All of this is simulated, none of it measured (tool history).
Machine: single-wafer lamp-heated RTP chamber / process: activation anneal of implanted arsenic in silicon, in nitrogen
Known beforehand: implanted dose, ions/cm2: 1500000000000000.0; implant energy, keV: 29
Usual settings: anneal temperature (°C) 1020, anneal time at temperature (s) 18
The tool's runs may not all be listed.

| run | hour | anneal temperature (°C) | anneal time at temperature (s) | wafers since the last listed run | wafers since the last pyrometer calibration | wafers since the reflector plate was cleaned | hours since the gauge calibration | read-back reference wafer on the same gauge, sheet resistance | sheet resistance of the implanted and annealed layer (ohm/square) |
|---|---|---|---|---|---|---|---|---|---|
| 1 | 0 | 1020 | 18 | 0 | 825 | 6772 | 344.2 | 112 | 103.82 |
| 2 | 17.9 | 1020 | 23 | 314 | 1140 | 7087 | 362.1 | 111.95 | 101.85 |
| 3 | 29.7 | 1001 | 9 | 207 | 1347 | 7294 | 373.9 | 112.04 | 113.28 |
| 4 | 38.2 | 1001 | 9 | 149 | 1497 | 7444 | 382.4 | 112 | 112.98 |
| 5 | 48.3 | 1001 | 9 | 177 | 1674 | 7621 | 392.5 | 112.01 | 113.16 |
| 6 | 54.7 | 1020 | 18 | 112 | 1787 | 7734 | 398.9 | 111.97 | 103.83 |
| 7 | 70.6 | 1020 | 18 | 279 | 2067 | 8014 | 414.8 | 112.04 | 102.76 |
| 8 | 81 | 1020 | 18 | 182 | 2249 | 8197 | 425.2 | 111.97 | 103.29 |
| 9 | 93.3 | 1020 | 18 | 216 | 2466 | 8413 | 437.5 | 112.04 | 103.72 |
| 10 | 110.8 | 1020 | 21 | 307 | 2774 | 8721 | 455 | 111.86 | 101.57 |
|  | 120.9 | reflector plate cleaned |
| 11 | 126.9 | 1020 | 21 | 142 | 2916 | 106 | 471.1 | 111.93 | 103.83 |
| 12 | 132.9 | 1000 | 18 | 105 | 3022 | 211 | 477.1 | 112.05 | 109.15 |
| 13 | 147.7 | 1031 | 20 | 260 | 3282 | 471 | 491.9 | 111.92 | 100.71 |
| 14 | 156 | 1040 | 18 | 145 | 3428 | 617 | 500.2 | 112.06 | 100.14 |
|  | 165.6 | gauge calibrated |
| 15 | 167.1 | 1040 | 18 | 195 | 3623 | 813 | 1.5 | 111.93 | 100.04 |
| 16 | 184.2 | 1041 | 8 | 300 | 3924 | 1113 | 18.6 | 111.97 | 106.82 |
| 17 | 191 | 1020 | 18 | 119 | 4043 | 1233 | 25.4 | 112 | 104.64 |
| 18 | 200.9 | 1009 | 21 | 174 | 4217 | 1407 | 35.3 | 111.94 | 105.54 |
| 19 | 212.9 | 991 | 23 | 211 | 4429 | 1618 | 47.3 | 112.02 | 108.36 |
| 20 | 222.2 | 1048 | 25 | 163 | 4592 | 1782 | 56.6 | 111.99 | 95.28 |
| 21 | 230.7 | 1031 | 8 | 149 | 4742 | 1931 | 65.1 | 112.06 | 109.12 |
| 22 | 248.6 | 1020 | 18 | 314 | 5056 | 2246 | 83 | 111.92 | 104.77 |
| 23 | 264.6 | 1020 | 18 | 281 | 5338 | 2527 | 99 | 111.99 | 104.69 |
|  | 285.3 | pyrometer window cleaned and pyrometer calibrated |
| 24 | 285.8 | 1020 | 18 | 232 | 9 | 2760 | 120.2 | 111.95 | 105.13 |

Expected results for the next run?
| 25 | 288.4 | 1042 | 13 | 45 | 55 | 2805 | 122.8 | ? | ? |

read-back reference wafer on the same gauge, sheet resistance: 111.95
sheet resistance of the implanted and annealed layer (ohm/square): 102.12
Take away the tool's hidden state, keep the run-to-run variation as it was, and the same run would have given sheet resistance of the implanted and annealed layer (ohm/square) 102.72.
